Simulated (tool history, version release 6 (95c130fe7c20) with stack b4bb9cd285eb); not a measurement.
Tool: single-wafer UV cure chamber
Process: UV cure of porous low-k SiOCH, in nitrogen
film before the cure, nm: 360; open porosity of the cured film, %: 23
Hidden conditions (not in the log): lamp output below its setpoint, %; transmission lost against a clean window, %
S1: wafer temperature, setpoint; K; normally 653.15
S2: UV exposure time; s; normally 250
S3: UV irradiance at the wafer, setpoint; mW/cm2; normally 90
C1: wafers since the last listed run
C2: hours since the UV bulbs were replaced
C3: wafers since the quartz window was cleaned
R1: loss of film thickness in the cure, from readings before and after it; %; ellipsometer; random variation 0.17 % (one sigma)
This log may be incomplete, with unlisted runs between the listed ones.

run 1 hour=0 | S1=653.15 S2=250 S3=90 | C1=0 C2=684.2 C3=119 | R1=10.789
run 2 hour=19.9 | S1=653.15 S2=250 S3=90 | C1=95 C2=704.1 C3=215 | R1=10.757
run 3 hour=42.4 | S1=653.15 S2=250 S3=90 | C1=108 C2=726.6 C3=324 | R1=10.599
run 4 hour=66.5 | S1=653.15 S2=250 S3=90 | C1=116 C2=750.7 C3=440 | R1=10.373
run 5 hour=84.7 | S1=653.15 S2=250 S3=90 | C1=87 C2=768.9 C3=528 | R1=10.43
run 6 hour=129.7 | S1=653.15 S2=250 S3=90 | C1=217 C2=813.9 C3=745 | R1=10.108
run 7 hour=146.2 | S1=653.15 S2=250 S3=90 | C1=79 C2=830.4 C3=825 | R1=9.719
run 8 hour=205.9 | S1=669.15 S2=250 S3=107 | C1=287 C2=890.1 C3=1113 | R1=10.756
run 9 hour=235.5 | S1=669.15 S2=250 S3=107 | C1=142 C2=919.7 C3=1255 | R1=10.51
run 10 hour=261.1 | S1=662.15 S2=290 S3=75 | C1=123 C2=945.3 C3=1379 | R1=9.091
-- hour=271.8 quartz window cleaned
run 11 hour=278.9 | S1=659.15 S2=165 S3=51 | C1=47 C2=963.1 C3=34 | R1=5.907
run 12 hour=310.8 | S1=636.15 S2=250 S3=130 | C1=153 C2=995 C3=188 | R1=11.214

What does the tool deliver on the next run?
run 13 hour=324.9 | S1=653.15 S2=250 S3=90 | C1=68 C2=1009.1 C3=256 | R1=?

{"run 13": {"R1": 10.014}}
Take away the tool's hidden state, keep the run-to-run variation as it was, and the same run would have given R1 12.502 %.
